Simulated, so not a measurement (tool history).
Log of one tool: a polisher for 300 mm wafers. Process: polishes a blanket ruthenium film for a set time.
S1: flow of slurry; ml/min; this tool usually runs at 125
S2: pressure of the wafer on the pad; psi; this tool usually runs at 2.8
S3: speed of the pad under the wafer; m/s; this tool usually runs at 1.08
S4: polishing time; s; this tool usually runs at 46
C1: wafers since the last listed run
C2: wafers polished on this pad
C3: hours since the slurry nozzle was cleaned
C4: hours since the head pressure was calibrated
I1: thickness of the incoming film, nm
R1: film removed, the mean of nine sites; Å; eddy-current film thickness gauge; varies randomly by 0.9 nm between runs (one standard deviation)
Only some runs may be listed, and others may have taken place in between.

{"run": 1, "hour": 0.0, "S1": 115, "S2": 3.1, "S3": 1.08, "S4": 46, "C1": 0, "C2": 628, "C3": 535.3, "C4": 545.0, "I1": 281.5, "R1": 664}
{"hour": 9.2, "done": "worn pad replaced by a new one"}
{"run": 2, "hour": 10.2, "S1": 115, "S2": 3.1, "S3": 1.08, "S4": 46, "C1": 76, "C2": 12, "C3": 545.5, "C4": 555.2, "I1": 282.4, "R1": 691}
{"run": 3, "hour": 19.0, "S1": 115, "S2": 3.1, "S3": 1.08, "S4": 46, "C1": 108, "C2": 120, "C3": 554.3, "C4": 564.0, "I1": 277.4, "R1": 679}
{"run": 4, "hour": 25.8, "S1": 125, "S2": 2.8, "S3": 1.08, "S4": 46, "C1": 83, "C2": 203, "C3": 561.1, "C4": 570.8, "I1": 275.7, "R1": 626}
{"run": 5, "hour": 38.1, "S1": 125, "S2": 2.8, "S3": 1.08, "S4": 46, "C1": 151, "C2": 354, "C3": 573.4, "C4": 583.1, "I1": 283.2, "R1": 605}
{"hour": 55.6, "done": "worn pad replaced by a new one"}
{"run": 6, "hour": 56.1, "S1": 125, "S2": 2.8, "S3": 1.08, "S4": 46, "C1": 172, "C2": 6, "C3": 591.4, "C4": 601.1, "I1": 279.7, "R1": 644}
{"run": 7, "hour": 59.3, "S1": 160, "S2": 2.8, "S3": 1.08, "S4": 46, "C1": 39, "C2": 45, "C3": 594.6, "C4": 604.3, "I1": 282.5, "R1": 667}
{"hour": 71.7, "done": "head pressure recalibrated"}
{"run": 8, "hour": 72.2, "S1": 160, "S2": 2.8, "S3": 1.08, "S4": 46, "C1": 133, "C2": 179, "C3": 607.5, "C4": 0.5, "I1": 278.9, "R1": 649}
{"run": 9, "hour": 76.1, "S1": 160, "S2": 2.8, "S3": 1.08, "S4": 46, "C1": 47, "C2": 227, "C3": 611.4, "C4": 4.4, "I1": 280.7, "R1": 637}
{"run": 10, "hour": 82.1, "S1": 125, "S2": 2.8, "S3": 1.08, "S4": 46, "C1": 73, "C2": 301, "C3": 617.4, "C4": 10.4, "I1": 278.9, "R1": 636}
{"run": 11, "hour": 88.4, "S1": 125, "S2": 2.8, "S3": 1.08, "S4": 46, "C1": 77, "C2": 378, "C3": 623.7, "C4": 16.7, "I1": 284.8, "R1": 606}
{"run": 12, "hour": 98.8, "S1": 125, "S2": 2.8, "S3": 1.08, "S4": 46, "C1": 127, "C2": 506, "C3": 634.1, "C4": 27.1, "I1": 280.8, "R1": 598}
{"run": 13, "hour": 108.4, "S1": 85, "S2": 3.1, "S3": 1.08, "S4": 46, "C1": 117, "C2": 624, "C3": 643.7, "C4": 36.7, "I1": 277.5, "R1": 614}
{"hour": 112.6, "done": "worn pad replaced by a new one"}
{"run": 14, "hour": 118.4, "S1": 85, "S2": 2.1, "S3": 1.08, "S4": 32, "C1": 73, "C2": 71, "C3": 653.7, "C4": 46.7, "I1": 277.7, "R1": 341}
{"hour": 126.1, "done": "slurry nozzle cleaned"}
{"run": 15, "hour": 131.0, "S1": 105, "S2": 3.5, "S3": 0.78, "S4": 46, "C1": 142, "C2": 214, "C3": 4.9, "C4": 59.3, "I1": 276.7, "R1": 521}
{"run": 16, "hour": 145.9, "S1": 95, "S2": 2.8, "S3": 1.08, "S4": 37, "C1": 183, "C2": 397, "C3": 19.8, "C4": 74.2, "I1": 280.8, "R1": 482}
{"run": 17, "hour": 158.9, "S1": 125, "S2": 2.8, "S3": 1.08, "S4": 46, "C1": 159, "C2": 557, "C3": 32.8, "C4": 87.2, "I1": 278.3, "R1": 599}
{"hour": 166.1, "done": "worn pad replaced by a new one"}
{"run": 18, "hour": 176.3, "S1": 145, "S2": 3.8, "S3": 0.94, "S4": 32, "C1": 164, "C2": 124, "C3": 50.2, "C4": 104.6, "I1": 278.5, "R1": 490}
{"run": 19, "hour": 186.1, "S1": 105, "S2": 3.2, "S3": 1.08, "S4": 46, "C1": 120, "C2": 245, "C3": 60.0, "C4": 114.4, "I1": 281.9, "R1": 661}
{"run": 20, "hour": 197.4, "S1": 125, "S2": 2.8, "S3": 1.08, "S4": 37, "C1": 138, "C2": 384, "C3": 71.3, "C4": 125.7, "I1": 281.4, "R1": 499}

Below, some changes in R1 between adjacent runs. For each, the amount present without the hidden state too (settings, incoming material, random variation) and the amount remaining for the hidden state with gauge scatter not shared by both compared results:
The tool's hidden condition here consists of: removal rate lost through wear of the pad, %; slurry flow missing at the pad, %; deviation of the head's pressure from its setpoint, %.
Run 1 -> 2: worn pad replaced by a new one. R1 +27 Å: hidden state +48, all else -21.
Run 5 -> 6: worn pad replaced by a new one. R1 +39 Å: hidden state +37, all else +2.
Run 13 -> 14: S2 3.1 -> 2.1, S4 46 -> 32, worn pad replaced by a new one. R1 -273 Å: hidden state +35, all else -308.
Run 14 -> 15: S1 85 -> 105, S2 2.1 -> 3.5, S3 1.08 -> 0.78, S4 32 -> 46, slurry nozzle cleaned. R1 +180 Å: hidden state -20, all else +200.

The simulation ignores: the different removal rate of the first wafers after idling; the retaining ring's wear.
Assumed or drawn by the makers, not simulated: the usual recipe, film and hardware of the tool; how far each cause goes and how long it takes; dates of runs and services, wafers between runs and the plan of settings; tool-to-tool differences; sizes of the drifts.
